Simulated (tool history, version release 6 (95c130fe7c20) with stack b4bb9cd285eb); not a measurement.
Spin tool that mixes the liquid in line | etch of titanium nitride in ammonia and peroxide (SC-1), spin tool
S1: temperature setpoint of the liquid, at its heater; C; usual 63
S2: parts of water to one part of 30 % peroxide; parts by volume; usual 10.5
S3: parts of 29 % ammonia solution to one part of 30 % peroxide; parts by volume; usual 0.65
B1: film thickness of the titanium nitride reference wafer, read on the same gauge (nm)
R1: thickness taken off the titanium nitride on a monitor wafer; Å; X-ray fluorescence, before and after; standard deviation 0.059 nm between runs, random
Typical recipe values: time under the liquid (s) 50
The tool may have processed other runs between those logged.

{"run": 1, "hour": 0.0, "S1": 63, "S2": 10.5, "S3": 0.65, "time under the liquid (s)": 50, "B1": 150, "R1": 107.1}
{"run": 2, "hour": 86.0, "S1": 63, "S2": 10.5, "S3": 0.65, "time under the liquid (s)": 50, "B1": 150.02, "R1": 108.6}
{"run": 3, "hour": 290.2, "S1": 63, "S2": 10.5, "S3": 0.65, "time under the liquid (s)": 50, "B1": 149.99, "R1": 108}
{"hour": 310.3, "done": "thermometer replaced"}
{"run": 4, "hour": 340.2, "S1": 63, "S2": 10.5, "S3": 0.65, "time under the liquid (s)": 60, "B1": 150, "R1": 121.4}
{"hour": 346.7, "done": "ammonia flow meter replaced"}
{"hour": 362.9, "done": "new drum of ammonia solution connected"}
{"run": 5, "hour": 400.0, "S1": 63, "S2": 10.5, "S3": 0.65, "time under the liquid (s)": 60, "B1": 150.02, "R1": 121.2}
{"hour": 422.5, "done": "heated supply line repaired"}
{"run": 6, "hour": 462.8, "S1": 63, "S2": 10.5, "S3": 0.65, "time under the liquid (s)": 50, "B1": 150, "R1": 101.7}
{"run": 7, "hour": 508.6, "S1": 63, "S2": 13, "S3": 0.65, "time under the liquid (s)": 75, "B1": 149.99, "R1": 137.3}
{"run": 8, "hour": 606.7, "S1": 63, "S2": 10.5, "S3": 0.65, "time under the liquid (s)": 50, "B1": 149.97, "R1": 103.6}
{"run": 9, "hour": 665.3, "S1": 58.5, "S2": 10.5, "S3": 0.65, "time under the liquid (s)": 65, "B1": 149.98, "R1": 99.6}
{"run": 10, "hour": 765.9, "S1": 60, "S2": 8, "S3": 0.65, "time under the liquid (s)": 65, "B1": 149.98, "R1": 126.7}
{"run": 11, "hour": 821.7, "S1": 70, "S2": 13.5, "S3": 0.65, "time under the liquid (s)": 70, "B1": 150, "R1": 197.2}
{"run": 12, "hour": 892.8, "S1": 63, "S2": 5.5, "S3": 0.5, "time under the liquid (s)": 50, "B1": 150, "R1": 137.1}

For run 13, what comes out?
{"hour": 985.9, "done": "ammonia flow meter replaced"}
{"hour": 1046.9, "done": "gauge calibrated"}
{"run": 13, "hour": 1215.3, "S1": 69.5, "S2": 10.5, "S3": 0.85, "time under the liquid (s)": 30, "B1": "?", "R1": "?"}

B1: 150
R1: 101.9 Å
Were there no unlogged condition in the tool, this run, its random variation unchanged, would have produced R1 95.9 Å.
